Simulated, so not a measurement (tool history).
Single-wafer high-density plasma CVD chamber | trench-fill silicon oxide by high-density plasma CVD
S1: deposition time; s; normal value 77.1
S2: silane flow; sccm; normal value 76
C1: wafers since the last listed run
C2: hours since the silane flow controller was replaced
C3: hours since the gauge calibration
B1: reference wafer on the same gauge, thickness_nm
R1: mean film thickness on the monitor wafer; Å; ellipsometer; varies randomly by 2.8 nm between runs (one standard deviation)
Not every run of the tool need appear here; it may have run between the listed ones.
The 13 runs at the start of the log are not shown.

{"run": 14, "hour": 1282.1, "S1": 69.7, "S2": 65, "C1": 1014, "C2": 561.2, "C3": 2437.9, "B1": 617.297, "R1": 4506.97}
{"run": 15, "hour": 1378.4, "S1": 77.1, "S2": 76, "C1": 1465, "C2": 657.5, "C3": 2534.2, "B1": 617.67, "R1": 5737.45}
{"run": 16, "hour": 1448.5, "S1": 77.1, "S2": 76, "C1": 1066, "C2": 727.6, "C3": 2604.3, "B1": 618.212, "R1": 5754.11}
{"run": 17, "hour": 1503.2, "S1": 73.3, "S2": 76, "C1": 832, "C2": 782.3, "C3": 2659, "B1": 617.335, "R1": 5424.08}
{"hour": 1576.2, "done": "gauge calibrated"}
{"run": 18, "hour": 1581.0, "S1": 73.3, "S2": 76, "C1": 1183, "C2": 860.1, "C3": 4.8, "B1": 617.257, "R1": 5429.6}
{"run": 19, "hour": 1642.0, "S1": 68.1, "S2": 67, "C1": 928, "C2": 921.1, "C3": 65.8, "B1": 618.723, "R1": 4411.47}
{"run": 20, "hour": 1698.4, "S1": 77.1, "S2": 76, "C1": 858, "C2": 977.5, "C3": 122.2, "B1": 618.316, "R1": 5722.83}
{"run": 21, "hour": 1738.8, "S1": 69.7, "S2": 65, "C1": 614, "C2": 1017.9, "C3": 162.6, "B1": 618.551, "R1": 4414.23}
{"run": 22, "hour": 1830.6, "S1": 92.1, "S2": 82, "C1": 1396, "C2": 1109.7, "C3": 254.4, "B1": 618.87, "R1": 7275.5}
{"run": 23, "hour": 1926.8, "S1": 91.4, "S2": 76, "C1": 1463, "C2": 1205.9, "C3": 350.6, "B1": 617.987, "R1": 6684.14}
{"run": 24, "hour": 1966.1, "S1": 90.2, "S2": 85, "C1": 597, "C2": 1245.2, "C3": 389.9, "B1": 618.196, "R1": 7307.9}
{"run": 25, "hour": 2006.9, "S1": 77.1, "S2": 76, "C1": 620, "C2": 1286, "C3": 430.7, "B1": 617.445, "R1": 5624.96}
{"run": 26, "hour": 2058.2, "S1": 77.1, "S2": 76, "C1": 780, "C2": 1337.3, "C3": 482, "B1": 617.96, "R1": 5615.17}
{"run": 27, "hour": 2149.0, "S1": 90.7, "S2": 80, "C1": 1381, "C2": 1428.1, "C3": 572.8, "B1": 618.61, "R1": 6868.16}
{"hour": 2222.1, "done": "silane flow controller replaced"}
{"run": 28, "hour": 2249.5, "S1": 77.1, "S2": 72, "C1": 1407, "C2": 27.4, "C3": 673.3, "B1": 618.182, "R1": 5614.3}
{"run": 29, "hour": 2330.5, "S1": 77.1, "S2": 76, "C1": 1232, "C2": 108.4, "C3": 754.3, "B1": 619.299, "R1": 5901.43}
{"run": 30, "hour": 2595.8, "S1": 77.1, "S2": 76, "C1": 4036, "C2": 373.7, "C3": 1019.6, "B1": 616.921, "R1": 5849.3}
{"run": 31, "hour": 2667.1, "S1": 77.1, "S2": 68, "C1": 1084, "C2": 445, "C3": 1090.9, "B1": 617.163, "R1": 5300.93}
{"run": 32, "hour": 2703.2, "S1": 89.8, "S2": 62, "C1": 549, "C2": 481.1, "C3": 1127, "B1": 617.77, "R1": 5592.95}
{"run": 33, "hour": 2770.3, "S1": 77.1, "S2": 76, "C1": 1020, "C2": 548.2, "C3": 1194.1, "B1": 617.769, "R1": 5849.1}
{"run": 34, "hour": 2872.9, "S1": 77.1, "S2": 91, "C1": 1560, "C2": 650.8, "C3": 1296.7, "B1": 617.686, "R1": 6897.65}

Run 35 is up next; what results do you expect?
{"run": 35, "hour": 2962.0, "S1": 83.8, "S2": 90, "C1": 1355, "C2": 739.9, "C3": 1385.8, "B1": "?", "R1": "?"}

B1: 617.032
R1: 7409.46 Å
If the tool had no hidden condition, the same run with the same run-to-run variation would have returned R1 7619.71 Å.

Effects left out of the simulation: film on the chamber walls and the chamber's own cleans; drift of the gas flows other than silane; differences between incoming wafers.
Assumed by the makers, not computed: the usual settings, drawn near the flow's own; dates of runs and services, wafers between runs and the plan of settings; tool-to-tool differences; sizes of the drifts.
